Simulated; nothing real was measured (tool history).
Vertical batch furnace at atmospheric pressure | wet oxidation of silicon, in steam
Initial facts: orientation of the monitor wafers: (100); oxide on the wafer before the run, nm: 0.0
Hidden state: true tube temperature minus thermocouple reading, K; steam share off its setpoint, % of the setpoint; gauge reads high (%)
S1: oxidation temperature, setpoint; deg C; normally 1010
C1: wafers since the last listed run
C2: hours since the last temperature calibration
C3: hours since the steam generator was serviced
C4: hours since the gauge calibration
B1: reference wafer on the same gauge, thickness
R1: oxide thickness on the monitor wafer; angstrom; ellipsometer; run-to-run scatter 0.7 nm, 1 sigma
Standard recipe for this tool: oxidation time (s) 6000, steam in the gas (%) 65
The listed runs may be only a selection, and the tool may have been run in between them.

run 1 hour=0 | S1=1010 oxidation_time_(s)=6000 steam_in_the_gas_(%)=59 | C1=0 C2=3887.5 C3=3443.8 C4=211.8 | B1=380.11 | R1=4183.7
run 2 hour=33.2 | S1=1010 oxidation_time_(s)=6000 steam_in_the_gas_(%)=59 | C1=396 C2=3920.7 C3=3477 C4=245 | B1=379.95 | R1=4181.5
run 3 hour=46.9 | S1=1010 oxidation_time_(s)=6000 steam_in_the_gas_(%)=59 | C1=163 C2=3934.4 C3=3490.7 C4=258.7 | B1=380.34 | R1=4179.6
run 4 hour=68.4 | S1=1010 oxidation_time_(s)=6000 steam_in_the_gas_(%)=61 | C1=256 C2=3955.9 C3=3512.2 C4=280.2 | B1=380.3 | R1=4280.3
run 5 hour=88.2 | S1=1010 oxidation_time_(s)=6000 steam_in_the_gas_(%)=65 | C1=236 C2=3975.7 C3=3532 C4=300 | B1=379.96 | R1=4451.7
run 6 hour=122.1 | S1=1010 oxidation_time_(s)=6000 steam_in_the_gas_(%)=65 | C1=405 C2=4009.6 C3=3565.9 C4=333.9 | B1=380.04 | R1=4456.7
run 7 hour=147.7 | S1=1010 oxidation_time_(s)=6000 steam_in_the_gas_(%)=65 | C1=305 C2=4035.2 C3=3591.5 C4=359.5 | B1=380.05 | R1=4439.6
run 8 hour=171.8 | S1=1010 oxidation_time_(s)=6000 steam_in_the_gas_(%)=65 | C1=287 C2=4059.3 C3=3615.6 C4=383.6 | B1=380.16 | R1=4443
run 9 hour=206.9 | S1=1010 oxidation_time_(s)=6000 steam_in_the_gas_(%)=65 | C1=419 C2=4094.4 C3=3650.7 C4=418.7 | B1=380.12 | R1=4448
run 10 hour=219.3 | S1=1010 oxidation_time_(s)=6000 steam_in_the_gas_(%)=65 | C1=148 C2=4106.8 C3=3663.1 C4=431.1 | B1=380.09 | R1=4466
run 11 hour=240.5 | S1=1010 oxidation_time_(s)=4350 steam_in_the_gas_(%)=65 | C1=253 C2=4128 C3=3684.3 C4=452.3 | B1=379.79 | R1=3594.1
run 12 hour=261.3 | S1=1010 oxidation_time_(s)=4350 steam_in_the_gas_(%)=65 | C1=248 C2=4148.8 C3=3705.1 C4=473.1 | B1=380.13 | R1=3592.9
run 13 hour=292.5 | S1=1010 oxidation_time_(s)=4350 steam_in_the_gas_(%)=65 | C1=372 C2=4180 C3=3736.3 C4=504.3 | B1=379.88 | R1=3598.7
run 14 hour=325.4 | S1=1010 oxidation_time_(s)=7920 steam_in_the_gas_(%)=65 | C1=393 C2=4212.9 C3=3769.2 C4=537.2 | B1=380 | R1=5325.9
-- hour=331.5 gauge calibrated
-- hour=358.2 steam generator serviced
run 15 hour=358.7 | S1=1010 oxidation_time_(s)=6000 steam_in_the_gas_(%)=65 | C1=111 C2=4246.2 C3=0.5 C4=27.2 | B1=380.23 | R1=4770.4
run 16 hour=383.5 | S1=999 oxidation_time_(s)=6000 steam_in_the_gas_(%)=65 | C1=296 C2=4271 C3=25.3 C4=52 | B1=379.94 | R1=4436.6
run 17 hour=418.3 | S1=997 oxidation_time_(s)=6000 steam_in_the_gas_(%)=65 | C1=415 C2=4305.8 C3=60.1 C4=86.8 | B1=380.14 | R1=4374.7
run 18 hour=452.3 | S1=1010 oxidation_time_(s)=6000 steam_in_the_gas_(%)=65 | C1=406 C2=4339.8 C3=94.1 C4=120.8 | B1=379.78 | R1=4763.6
run 19 hour=478 | S1=998 oxidation_time_(s)=8280 steam_in_the_gas_(%)=75 | C1=307 C2=4365.5 C3=119.8 C4=146.5 | B1=380.06 | R1=5972.9
run 20 hour=513.7 | S1=1026 oxidation_time_(s)=4800 steam_in_the_gas_(%)=65 | C1=426 C2=4401.2 C3=155.5 C4=182.2 | B1=380.09 | R1=4552.2
run 21 hour=536.7 | S1=999 oxidation_time_(s)=8700 steam_in_the_gas_(%)=60 | C1=274 C2=4424.2 C3=178.5 C4=205.2 | B1=380.13 | R1=5366.5
-- hour=572.2 thermocouples replaced and temperature profile calibrated
run 22 hour=572.7 | S1=1010 oxidation_time_(s)=6000 steam_in_the_gas_(%)=59 | C1=143 C2=0.5 C3=214.5 C4=241.2 | B1=379.83 | R1=4344.9
run 23 hour=583.2 | S1=1010 oxidation_time_(s)=7080 steam_in_the_gas_(%)=65 | C1=125 C2=11 C3=225 C4=251.7 | B1=379.7 | R1=5154
run 24 hour=615.5 | S1=993 oxidation_time_(s)=8880 steam_in_the_gas_(%)=71 | C1=385 C2=43.3 C3=257.3 C4=284 | B1=379.91 | R1=5679
run 25 hour=635.1 | S1=1010 oxidation_time_(s)=6000 steam_in_the_gas_(%)=65 | C1=234 C2=62.9 C3=276.9 C4=303.6 | B1=379.83 | R1=4621
run 26 hour=652.6 | S1=1010 oxidation_time_(s)=6000 steam_in_the_gas_(%)=65 | C1=209 C2=80.4 C3=294.4 C4=321.1 | B1=379.77 | R1=4610.1
run 27 hour=683.9 | S1=990 oxidation_time_(s)=3690 steam_in_the_gas_(%)=65 | C1=373 C2=111.7 C3=325.7 C4=352.4 | B1=380.21 | R1=2846.7
run 28 hour=697.6 | S1=1033 oxidation_time_(s)=3150 steam_in_the_gas_(%)=60 | C1=163 C2=125.4 C3=339.4 C4=366.1 | B1=380.15 | R1=3328.1
run 29 hour=719.8 | S1=1010 oxidation_time_(s)=6000 steam_in_the_gas_(%)=65 | C1=265 C2=147.6 C3=361.6 C4=388.3 | B1=379.72 | R1=4626.8

How the hidden state differs across the entries between the runs, from the last listed run before each to the first after it:
Between runs 14 and 15: gauge calibrated (hour 331.5); steam generator serviced (hour 358.2)
  true tube temperature minus thermocouple reading, K: 4.43 -> 4.5; steam share off its setpoint, % of the setpoint: -10.3 -> -0.512
  what was measured, less what the result would be without the hidden state, R1: -231.4 -> +120.6 angstrom
Between runs 21 and 22: thermocouples replaced and temperature profile calibrated (hour 572.2)
  true tube temperature minus thermocouple reading, K: 4.86 -> 0.502; steam share off its setpoint, % of the setpoint: -0.914 -> -0.995
  what was measured, less what the result would be without the hidden state, R1: +133.8 -> -14.3 angstrom
